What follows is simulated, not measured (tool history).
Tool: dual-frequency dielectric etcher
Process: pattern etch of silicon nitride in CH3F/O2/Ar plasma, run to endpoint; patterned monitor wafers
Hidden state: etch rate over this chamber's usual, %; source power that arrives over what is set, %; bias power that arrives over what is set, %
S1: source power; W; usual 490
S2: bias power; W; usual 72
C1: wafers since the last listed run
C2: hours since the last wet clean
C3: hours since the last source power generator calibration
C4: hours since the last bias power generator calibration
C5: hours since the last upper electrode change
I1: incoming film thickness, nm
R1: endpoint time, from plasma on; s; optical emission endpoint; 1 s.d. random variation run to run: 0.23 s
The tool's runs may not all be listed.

run,hour,S1,S2,C1,C2,C3,C4,C5,I1,R1
1,0,490,72,0,345,3975.8,4533.5,1341.9,21.93,32.6
2,46.2,490,72,568,391.2,4022,4579.7,1388.1,22.31,32.8
3,90.2,490,72,541,435.2,4066,4623.7,1432.1,22.03,32.6
# hour 156.9: wet clean of the chamber
4,157.4,530,72,531,0.5,4133.2,4690.9,1499.3,22.17,31.3
5,169.9,530,72,153,13,4145.7,4703.4,1511.8,22,30.5
6,203.8,530,72,416,46.9,4179.6,4737.3,1545.7,21.88,30.7
7,273.3,490,72,854,116.4,4249.1,4806.8,1615.2,22.18,32.2
8,429.6,490,60,1922,272.7,4405.4,4963.1,1771.5,22,35.1
# hour 464.1: bias power generator calibrated
9,481.3,490,60,586,324.4,4457.1,17.2,1823.2,21.75,35.1
10,525,490,72,537,368.1,4500.8,60.9,1866.9,22.1,32.6
11,577.3,490,72,643,420.4,4553.1,113.2,1919.2,22.03,32.7
# hour 663.4: wet clean of the chamber
# hour 666.4: upper electrode replaced
12,666.9,540,86,770,3.5,4642.7,202.8,0.5,22.2,28.3
13,685.5,540,86,228,22.1,4661.3,221.4,19.1,21.99,28.3
14,724.6,490,72,480,61.2,4700.4,260.5,58.2,22.03,31.2
15,754.9,490,72,372,91.5,4730.7,290.8,88.5,21.94,31.3
16,963,490,72,2558,299.6,4938.8,498.9,296.6,21.78,32
17,1033.9,490,72,871,370.5,5009.7,569.8,367.5,22.13,32.6
18,1086.3,490,72,644,422.9,5062.1,622.2,419.9,22.03,32.4
# hour 1141.4: wet clean of the chamber
19,1141.9,490,72,388,0.5,5117.7,677.8,475.5,22.13,31.6
20,1191.4,490,72,608,50,5167.2,727.3,525,22.05,31.7
# hour 1229.9: source power generator calibrated
21,1243.2,580,62,587,101.8,13.3,779.1,576.8,21.71,32.1
22,1291.4,610,81,592,150,61.5,827.3,625,21.78,28.3
23,1339.7,430,81,593,198.3,109.8,875.6,673.3,22,31.6
24,1410.4,490,72,869,269,180.5,946.3,744,22.2,32.7
25,1443.5,540,72,407,302.1,213.6,979.4,777.1,22.07,31.2
26,1487.8,490,72,544,346.4,257.9,1023.7,821.4,22.17,33
27,1534.2,420,83,570,392.8,304.3,1070.1,867.8,22.22,32.1
28,1568.8,380,72,425,427.4,338.9,1104.7,902.4,22.01,35.3
29,1593.9,420,85,308,452.5,364,1129.8,927.5,21.75,31.7
# hour 1644.8: wet clean of the chamber
30,1645.3,400,66,336,0.5,415.4,1181.2,978.9,21.84,33.6
31,1648.3,550,78,36,3.5,418.4,1184.2,981.9,22.08,29
32,1688.9,410,56,499,44.1,459,1224.8,1022.5,21.97,36.8
33,1752.3,400,84,779,107.5,522.4,1288.2,1085.9,21.9,30.7
34,1783.5,580,62,383,138.7,553.6,1319.4,1117.1,21.8,32.2
35,1849.3,490,72,809,204.5,619.4,1385.2,1182.9,21.84,31.3
36,1876.3,610,72,332,231.5,646.4,1412.2,1209.9,22.06,30

How the hidden state differs across the entries between the runs, from the last listed run before each to the first after it:
Run 3 -> run 4: wet clean of the chamber (hour 156.9)
  etch rate over this chamber's usual, %: -5.56 -> -0.769
  difference, measured minus the result without the unlogged condition, R1: +1.8 -> +0.2 s
Run 8 -> run 9: bias power generator calibrated (hour 464.1)
  etch rate over this chamber's usual, %: -3.76 -> -4.33
  difference, measured minus the result without the unlogged condition, R1: +1.3 -> +1.5 s
Run 11 -> run 12: wet clean of the chamber (hour 663.4); upper electrode replaced (hour 666.4)
  etch rate over this chamber's usual, %: -5.38 -> 0.206
  difference, measured minus the result without the unlogged condition, R1: +1.8 -> +0 s
Run 18 -> run 19: wet clean of the chamber (hour 1141.4)
  etch rate over this chamber's usual, %: -4.4 -> -0.115
  difference, measured minus the result without the unlogged condition, R1: +1.4 -> +0 s
Run 20 -> run 21: source power generator calibrated (hour 1229.9)
  etch rate over this chamber's usual, %: -0.659 -> -1.23
  difference, measured minus the result without the unlogged condition, R1: +0.3 -> +0.4 s
Run 29 -> run 30: wet clean of the chamber (hour 1644.8)
  etch rate over this chamber's usual, %: -5.08 -> 0.999
  difference, measured minus the result without the unlogged condition, R1: +1.6 -> -0.4 s
